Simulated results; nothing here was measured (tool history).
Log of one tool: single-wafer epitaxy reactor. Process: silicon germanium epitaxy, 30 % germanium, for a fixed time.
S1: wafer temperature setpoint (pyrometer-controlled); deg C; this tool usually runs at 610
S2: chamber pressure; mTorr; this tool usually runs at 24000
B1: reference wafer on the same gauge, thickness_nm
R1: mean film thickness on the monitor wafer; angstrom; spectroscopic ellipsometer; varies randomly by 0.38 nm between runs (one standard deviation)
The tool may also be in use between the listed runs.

| run | hour | S1 | S2 | B1 | R1 |
|---|---|---|---|---|---|
| 1 | 0.0 | 614 | 20300 | 59.822 | 807.32 |
| 2 | 86.4 | 614 | 20300 | 59.766 | 797.58 |
| 3 | 308.5 | 614 | 20300 | 59.753 | 810.21 |
| 4 | 353.6 | 620 | 25900 | 59.726 | 988.50 |
| 5 | 441.3 | 620 | 25900 | 59.844 | 982.13 |
| 6 | 544.1 | 618 | 24000 | 59.819 | 929.59 |
|  | 586.4 | showerhead replaced |
|  | 587.3 | gauge calibrated |
| 7 | 621.8 | 618 | 24000 | 59.819 | 927.50 |
| 8 | 717.3 | 618 | 24000 | 59.852 | 936.13 |
| 9 | 769.1 | 610 | 24000 | 59.750 | 799.19 |
|  | 813.9 | pyrometer calibrated |
| 10 | 814.4 | 610 | 28600 | 59.841 | 805.07 |
| 11 | 880.3 | 625 | 24000 | 59.811 | 1031.50 |
|  | 967.1 | capacitance manometer re-zeroed and calibrated |
| 12 | 982.4 | 601 | 24000 | 59.826 | 641.59 |
| 13 | 1038.3 | 614 | 20300 | 59.784 | 800.01 |
| 14 | 1107.5 | 601 | 19600 | 59.802 | 603.95 |
| 15 | 1177.5 | 615 | 20800 | 59.819 | 823.95 |
| 16 | 1407.1 | 620 | 25900 | 59.775 | 988.36 |
| 17 | 1595.2 | 621 | 24000 | 59.806 | 992.75 |

Some steps in R1 between neighbouring runs. How much of each would the tool show without its hidden state too (settings, what came in, random variation), and how much is left for the hidden state, with any gauge scatter that isn't in both results?
The tool's hidden condition here consists of: wafer temperature above the value expected at the setpoint (K); true pressure above the setpoint (%); gauge reads high (%).
Run 9 -> 10: S2 24000 -> 28600, pyrometer calibrated. R1 +5.88 angstrom: hidden state -40.36, all else +46.24.
Run 11 -> 12: S1 625 -> 601, capacitance manometer re-zeroed and calibrated. R1 -389.91 angstrom: hidden state +0.95, all else -390.86.
